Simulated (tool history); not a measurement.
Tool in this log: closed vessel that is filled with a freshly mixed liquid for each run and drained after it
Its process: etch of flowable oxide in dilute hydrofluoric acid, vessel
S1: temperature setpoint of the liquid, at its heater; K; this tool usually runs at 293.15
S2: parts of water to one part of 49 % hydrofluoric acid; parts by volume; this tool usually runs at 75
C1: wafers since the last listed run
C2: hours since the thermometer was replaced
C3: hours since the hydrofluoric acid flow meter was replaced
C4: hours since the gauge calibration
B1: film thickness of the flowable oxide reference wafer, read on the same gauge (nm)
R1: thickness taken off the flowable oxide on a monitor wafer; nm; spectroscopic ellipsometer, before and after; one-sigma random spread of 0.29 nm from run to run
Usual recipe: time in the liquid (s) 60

Run 1, hour 0: usual settings; C1 0; C2 198.5; C3 1177.7; C4 577.5; B1 40. Result: R1 36.22 nm.
Run 2, hour 94.4: usual settings; C1 8323; C2 292.9; C3 1272.1; C4 671.9; B1 39.98. Result: R1 36.79 nm.
Run 3, hour 137.8: usual settings but time in the liquid (s) 55; C1 3826; C2 336.3; C3 1315.5; C4 715.3; B1 39.99. Result: R1 33.35 nm.
Run 4, hour 385.6: usual settings but time in the liquid (s) 55; C1 21848; C2 584.1; C3 1563.3; C4 963.1; B1 39.96. Result: R1 33.44 nm.
Run 5, hour 463.1: usual settings; C1 6833; C2 661.6; C3 1640.8; C4 1040.6; B1 40. Result: R1 36.59 nm.
Run 6, hour 513.2: usual settings; C1 4417; C2 711.7; C3 1690.9; C4 1090.7; B1 39.97. Result: R1 37.01 nm.
Run 7, hour 558.7: usual settings; C1 4011; C2 757.2; C3 1736.4; C4 1136.2; B1 40.01. Result: R1 37.11 nm.
At hour 565.6: thermometer replaced.
Run 8, hour 638.5: usual settings; C1 6947; C2 72.9; C3 1816.2; C4 1216; B1 39.99. Result: R1 34.93 nm.
Run 9, hour 701.6: usual settings; C1 5563; C2 136; C3 1879.3; C4 1279.1; B1 40.01. Result: R1 35.21 nm.
At hour 716.2: gauge calibrated.
Run 10, hour 770.2: usual settings but S1 291.15 K, S2 55 parts by volume; C1 6048; C2 204.6; C3 1947.9; C4 54; B1 39.99. Result: R1 45.11 nm.
Run 11, hour 821.6: usual settings but S2 100 parts by volume, time in the liquid (s) 30; C1 4531; C2 256; C3 1999.3; C4 105.4; B1 39.99. Result: R1 12.84 nm.
At hour 876.2: hydrofluoric acid flow meter replaced.
Run 12, hour 1135.8: usual settings but S1 294.65 K, S2 90 parts by volume, time in the liquid (s) 90; C1 27614; C2 570.2; C3 259.6; C4 419.6; B1 39.99. Result: R1 50.27 nm.
At hour 1248.1: thermometer replaced.
Run 13, hour 1376.3: usual settings but time in the liquid (s) 90; C1 21116; C2 128.2; C3 500.1; C4 660.1; B1 39.96. Result: R1 54.85 nm.
Run 14, hour 1481.2: usual settings but S1 297.15 K, time in the liquid (s) 85; C1 9249; C2 233.1; C3 605; C4 765; B1 40.01. Result: R1 61.49 nm.
Run 15, hour 1572.4: usual settings but time in the liquid (s) 70; C1 8041; C2 324.3; C3 696.2; C4 856.2; B1 40.01. Result: R1 43.97 nm.
Run 16, hour 1625.6: usual settings but S1 290.65 K; C1 4690; C2 377.5; C3 749.4; C4 909.4; B1 39.99. Result: R1 33.52 nm.
Run 17, hour 1675.7: usual settings; C1 4417; C2 427.6; C3 799.5; C4 959.5; B1 40. Result: R1 37.32 nm.
Run 18, hour 1741.8: usual settings; C1 5828; C2 493.7; C3 865.6; C4 1025.6; B1 39.99. Result: R1 37.78 nm.
Run 19, hour 1803.3: usual settings but S1 290.65 K, S2 115 parts by volume, time in the liquid (s) 40; C1 5422; C2 555.2; C3 927.1; C4 1087.1; B1 40. Result: R1 13.92 nm.

Consider 5 possible next runs. They are alternatives, not a sequence: every one starts from the tool as it was left by run 19. What does each give?
Run A, hour 1804: usual settings; C1 61; C2 555.9; C3 927.8; C4 1087.8; B1 ?. Result: R1 ?.
Run B, hour 1804: usual settings but S1 290.15 K; C1 61; C2 555.9; C3 927.8; C4 1087.8; B1 ?. Result: R1 ?.
Run C, hour 1804: usual settings but S1 295.15 K, time in the liquid (s) 75; C1 61; C2 555.9; C3 927.8; C4 1087.8; B1 ?. Result: R1 ?.
Run D, hour 1804: usual settings but S1 295.15 K, S2 95 parts by volume, time in the liquid (s) 30; C1 61; C2 555.9; C3 927.8; C4 1087.8; B1 ?. Result: R1 ?.
Run E, hour 1804: usual settings but S1 297.65 K, S2 85 parts by volume, time in the liquid (s) 50; C1 61; C2 555.9; C3 927.8; C4 1087.8; B1 ?. Result: R1 ?.

run     B1     R1
  A  40.02  37.37
  B  40.02  32.96
  C  40.02  50.69
  D  40.02  15.61
  E  40.02  32.53
What these runs would have given with no unlogged condition in the tool:
run     R1
  A  36.88
  B  32.49
  C  50.09
  D  15.44
  E   32.2
